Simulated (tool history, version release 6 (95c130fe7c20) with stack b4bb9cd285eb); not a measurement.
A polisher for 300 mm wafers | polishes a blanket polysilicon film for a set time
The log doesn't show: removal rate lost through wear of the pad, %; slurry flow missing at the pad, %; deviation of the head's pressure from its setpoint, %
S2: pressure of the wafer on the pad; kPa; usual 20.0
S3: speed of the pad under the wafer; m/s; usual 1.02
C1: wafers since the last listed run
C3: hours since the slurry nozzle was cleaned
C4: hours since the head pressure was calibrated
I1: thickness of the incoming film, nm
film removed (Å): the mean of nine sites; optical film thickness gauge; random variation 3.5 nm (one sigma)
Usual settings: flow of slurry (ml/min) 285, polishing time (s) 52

{"run": 1, "hour": 0.0, "flow of slurry (ml/min)": 285, "S2": 20.0, "S3": 0.78, "polishing time (s)": 52, "C1": 0, "wafers polished on this pad": 4164, "C3": 635.6, "C4": 428.0, "I1": 1291.9, "film removed (Å)": 3367}
{"hour": 30.4, "done": "slurry nozzle cleaned"}
{"run": 2, "hour": 66.3, "flow of slurry (ml/min)": 285, "S2": 20.0, "S3": 0.78, "polishing time (s)": 52, "C1": 518, "wafers polished on this pad": 4683, "C3": 35.9, "C4": 494.3, "I1": 1275.9, "film removed (Å)": 3695}
{"hour": 74.8, "done": "worn pad replaced by a new one"}
{"run": 3, "hour": 103.1, "flow of slurry (ml/min)": 285, "S2": 20.0, "S3": 1.02, "polishing time (s)": 52, "C1": 260, "wafers polished on this pad": 224, "C3": 72.7, "C4": 531.1, "I1": 1255.5, "film removed (Å)": 4786}
{"run": 4, "hour": 194.7, "flow of slurry (ml/min)": 285, "S2": 20.0, "S3": 1.02, "polishing time (s)": 52, "C1": 727, "wafers polished on this pad": 951, "C3": 164.3, "C4": 622.7, "I1": 1256.5, "film removed (Å)": 4726}
{"run": 5, "hour": 234.4, "flow of slurry (ml/min)": 285, "S2": 20.0, "S3": 1.02, "polishing time (s)": 52, "C1": 315, "wafers polished on this pad": 1267, "C3": 204.0, "C4": 662.4, "I1": 1298.3, "film removed (Å)": 4721}
{"run": 6, "hour": 313.2, "flow of slurry (ml/min)": 285, "S2": 20.0, "S3": 1.02, "polishing time (s)": 52, "C1": 625, "wafers polished on this pad": 1892, "C3": 282.8, "C4": 741.2, "I1": 1254.8, "film removed (Å)": 4730}
{"run": 7, "hour": 388.4, "flow of slurry (ml/min)": 285, "S2": 20.0, "S3": 1.02, "polishing time (s)": 52, "C1": 597, "wafers polished on this pad": 2489, "C3": 358.0, "C4": 816.4, "I1": 1277.8, "film removed (Å)": 4725}
{"hour": 450.9, "done": "head pressure recalibrated"}
{"run": 8, "hour": 490.3, "flow of slurry (ml/min)": 285, "S2": 20.0, "S3": 1.02, "polishing time (s)": 52, "C1": 793, "wafers polished on this pad": 3283, "C3": 459.9, "C4": 39.4, "I1": 1245.7, "film removed (Å)": 4350}
{"run": 9, "hour": 533.9, "flow of slurry (ml/min)": 285, "S2": 20.0, "S3": 1.02, "polishing time (s)": 52, "C1": 346, "wafers polished on this pad": 3629, "C3": 503.5, "C4": 83.0, "I1": 1268.8, "film removed (Å)": 4312}
{"run": 10, "hour": 584.3, "flow of slurry (ml/min)": 285, "S2": 20.0, "S3": 1.02, "polishing time (s)": 52, "C1": 400, "wafers polished on this pad": 4029, "C3": 553.9, "C4": 133.4, "I1": 1262.6, "film removed (Å)": 4355}
{"run": 11, "hour": 687.3, "flow of slurry (ml/min)": 285, "S2": 20.0, "S3": 1.1, "polishing time (s)": 47, "C1": 817, "wafers polished on this pad": 4847, "C3": 656.9, "C4": 236.4, "I1": 1253.5, "film removed (Å)": 4176}
{"hour": 701.5, "done": "slurry nozzle cleaned"}
{"hour": 748.7, "done": "worn pad replaced by a new one"}
{"run": 12, "hour": 772.6, "flow of slurry (ml/min)": 285, "S2": 20.0, "S3": 1.1, "polishing time (s)": 47, "C1": 637, "wafers polished on this pad": 189, "C3": 71.1, "C4": 321.7, "I1": 1259.1, "film removed (Å)": 4663}
{"run": 13, "hour": 832.8, "flow of slurry (ml/min)": 285, "S2": 20.0, "S3": 1.02, "polishing time (s)": 52, "C1": 478, "wafers polished on this pad": 668, "C3": 131.3, "C4": 381.9, "I1": 1280.3, "film removed (Å)": 4771}
{"run": 14, "hour": 918.1, "flow of slurry (ml/min)": 285, "S2": 20.0, "S3": 0.8, "polishing time (s)": 52, "C1": 677, "wafers polished on this pad": 1345, "C3": 216.6, "C4": 467.2, "I1": 1254.0, "film removed (Å)": 3680}
{"run": 15, "hour": 977.5, "flow of slurry (ml/min)": 285, "S2": 20.0, "S3": 0.74, "polishing time (s)": 43, "C1": 471, "wafers polished on this pad": 1817, "C3": 276.0, "C4": 526.6, "I1": 1289.0, "film removed (Å)": 2806}
{"run": 16, "hour": 1050.7, "flow of slurry (ml/min)": 285, "S2": 20.0, "S3": 1.02, "polishing time (s)": 52, "C1": 581, "wafers polished on this pad": 2398, "C3": 349.2, "C4": 599.8, "I1": 1279.0, "film removed (Å)": 4632}
{"run": 17, "hour": 1118.1, "flow of slurry (ml/min)": 345, "S2": 20.0, "S3": 1.02, "polishing time (s)": 52, "C1": 535, "wafers polished on this pad": 2933, "C3": 416.6, "C4": 667.2, "I1": 1263.6, "film removed (Å)": 4863}
{"run": 18, "hour": 1219.7, "flow of slurry (ml/min)": 285, "S2": 20.0, "S3": 1.02, "polishing time (s)": 52, "C1": 806, "wafers polished on this pad": 3740, "C3": 518.2, "C4": 768.8, "I1": 1265.5, "film removed (Å)": 4737}
{"run": 19, "hour": 1286.8, "flow of slurry (ml/min)": 285, "S2": 23.4, "S3": 0.78, "polishing time (s)": 61, "C1": 532, "wafers polished on this pad": 4273, "C3": 585.3, "C4": 835.9, "I1": 1267.0, "film removed (Å)": 4744}
{"hour": 1320.3, "done": "head pressure recalibrated"}
{"run": 20, "hour": 1414.1, "flow of slurry (ml/min)": 285, "S2": 20.0, "S3": 1.14, "polishing time (s)": 40, "C1": 994, "wafers polished on this pad": 5268, "C3": 712.6, "C4": 93.8, "I1": 1271.9, "film removed (Å)": 3843}
{"hour": 1449.1, "done": "slurry nozzle cleaned"}
{"hour": 1464.1, "done": "worn pad replaced by a new one"}
{"run": 21, "hour": 1464.6, "flow of slurry (ml/min)": 210, "S2": 24.8, "S3": 1.34, "polishing time (s)": 37, "C1": 361, "wafers polished on this pad": 3, "C3": 15.5, "C4": 144.3, "I1": 1292.6, "film removed (Å)": 4831}
{"run": 22, "hour": 1521.7, "flow of slurry (ml/min)": 285, "S2": 20.0, "S3": 1.02, "polishing time (s)": 52, "C1": 453, "wafers polished on this pad": 457, "C3": 72.6, "C4": 201.4, "I1": 1256.9, "film removed (Å)": 4709}
{"run": 23, "hour": 1576.8, "flow of slurry (ml/min)": 285, "S2": 20.0, "S3": 1.02, "polishing time (s)": 52, "C1": 437, "wafers polished on this pad": 894, "C3": 127.7, "C4": 256.5, "I1": 1294.5, "film removed (Å)": 4712}
{"run": 24, "hour": 1636.5, "flow of slurry (ml/min)": 285, "S2": 20.0, "S3": 1.02, "polishing time (s)": 52, "C1": 474, "wafers polished on this pad": 1368, "C3": 187.4, "C4": 316.2, "I1": 1259.9, "film removed (Å)": 4640}
{"run": 25, "hour": 1718.2, "flow of slurry (ml/min)": 370, "S2": 20.0, "S3": 1.32, "polishing time (s)": 52, "C1": 648, "wafers polished on this pad": 2017, "C3": 269.1, "C4": 397.9, "I1": 1288.4, "film removed (Å)": 6172}
{"run": 26, "hour": 1799.8, "flow of slurry (ml/min)": 285, "S2": 20.0, "S3": 1.02, "polishing time (s)": 38, "C1": 647, "wafers polished on this pad": 2665, "C3": 350.7, "C4": 479.5, "I1": 1286.1, "film removed (Å)": 3368}
{"run": 27, "hour": 1857.2, "flow of slurry (ml/min)": 285, "S2": 13.8, "S3": 0.9, "polishing time (s)": 52, "C1": 455, "wafers polished on this pad": 3121, "C3": 408.1, "C4": 536.9, "I1": 1259.0, "film removed (Å)": 3287}
{"run": 28, "hour": 1946.6, "flow of slurry (ml/min)": 285, "S2": 20.0, "S3": 1.02, "polishing time (s)": 52, "C1": 709, "wafers polished on this pad": 3831, "C3": 497.5, "C4": 626.3, "I1": 1266.9, "film removed (Å)": 4629}
{"run": 29, "hour": 2022.9, "flow of slurry (ml/min)": 285, "S2": 15.2, "S3": 1.02, "polishing time (s)": 34, "C1": 605, "wafers polished on this pad": 4437, "C3": 573.8, "C4": 702.6, "I1": 1265.2, "film removed (Å)": 2545}
{"hour": 2064.4, "done": "worn pad replaced by a new one"}
{"hour": 2095.5, "done": "slurry nozzle cleaned"}
{"run": 30, "hour": 2105.1, "flow of slurry (ml/min)": 285, "S2": 22.8, "S3": 1.02, "polishing time (s)": 58, "C1": 613, "wafers polished on this pad": 314, "C3": 9.6, "C4": 784.8, "I1": 1251.6, "film removed (Å)": 6037}
{"run": 31, "hour": 2182.6, "flow of slurry (ml/min)": 190, "S2": 20.0, "S3": 0.72, "polishing time (s)": 52, "C1": 615, "wafers polished on this pad": 930, "C3": 87.1, "C4": 862.3, "I1": 1276.9, "film removed (Å)": 3286}
{"run": 32, "hour": 2269.5, "flow of slurry (ml/min)": 285, "S2": 20.0, "S3": 1.36, "polishing time (s)": 38, "C1": 690, "wafers polished on this pad": 1620, "C3": 174.0, "C4": 949.2, "I1": 1258.3, "film removed (Å)": 4828}
{"hour": 2314.3, "done": "head pressure recalibrated"}
{"run": 33, "hour": 2427.3, "flow of slurry (ml/min)": 285, "S2": 20.0, "S3": 1.02, "polishing time (s)": 52, "C1": 1237, "wafers polished on this pad": 2857, "C3": 331.8, "C4": 113.0, "I1": 1249.8, "film removed (Å)": 4582}
{"run": 34, "hour": 2498.5, "flow of slurry (ml/min)": 285, "S2": 14.5, "S3": 1.02, "polishing time (s)": 52, "C1": 565, "wafers polished on this pad": 3422, "C3": 403.0, "C4": 184.2, "I1": 1264.2, "film removed (Å)": 3801}
{"run": 35, "hour": 2560.0, "flow of slurry (ml/min)": 285, "S2": 20.0, "S3": 1.02, "polishing time (s)": 52, "C1": 488, "wafers polished on this pad": 3911, "C3": 464.5, "C4": 245.7, "I1": 1272.9, "film removed (Å)": 4509}
{"run": 36, "hour": 2609.9, "flow of slurry (ml/min)": 285, "S2": 20.0, "S3": 0.66, "polishing time (s)": 52, "C1": 396, "wafers polished on this pad": 4307, "C3": 514.4, "C4": 295.6, "I1": 1266.1, "film removed (Å)": 2919}
{"run": 37, "hour": 2657.1, "flow of slurry (ml/min)": 285, "S2": 20.0, "S3": 1.02, "polishing time (s)": 62, "C1": 374, "wafers polished on this pad": 4682, "C3": 561.6, "C4": 342.8, "I1": 1281.0, "film removed (Å)": 5290}

Measured less the same run without the tool's hidden state. The same run-to-run variation is in both; the gauge's scatter may not be:
run=1 film_removed_(Å)=-315
run=2 film_removed_(Å)=+8
run=3 film_removed_(Å)=-14
run=4 film_removed_(Å)=-67
run=5 film_removed_(Å)=-85
run=6 film_removed_(Å)=-109
run=7 film_removed_(Å)=-117
run=8 film_removed_(Å)=-493
run=9 film_removed_(Å)=-507
run=10 film_removed_(Å)=-527
run=11 film_removed_(Å)=-520
run=12 film_removed_(Å)=-69
run=13 film_removed_(Å)=-101
run=14 film_removed_(Å)=-103
run=15 film_removed_(Å)=-85
run=16 film_removed_(Å)=-143
run=17 film_removed_(Å)=-91
run=18 film_removed_(Å)=-111
run=19 film_removed_(Å)=-83
run=20 film_removed_(Å)=-350
run=21 film_removed_(Å)=-96
run=22 film_removed_(Å)=-126
run=23 film_removed_(Å)=-163
run=24 film_removed_(Å)=-191
run=25 film_removed_(Å)=-224
run=26 film_removed_(Å)=-170
run=27 film_removed_(Å)=-167
run=28 film_removed_(Å)=-221
run=29 film_removed_(Å)=-110
run=30 film_removed_(Å)=+178
run=31 film_removed_(Å)=+34
run=32 film_removed_(Å)=+100
run=33 film_removed_(Å)=-262
run=34 film_removed_(Å)=-243
run=35 film_removed_(Å)=-305
run=36 film_removed_(Å)=-202
run=37 film_removed_(Å)=-370
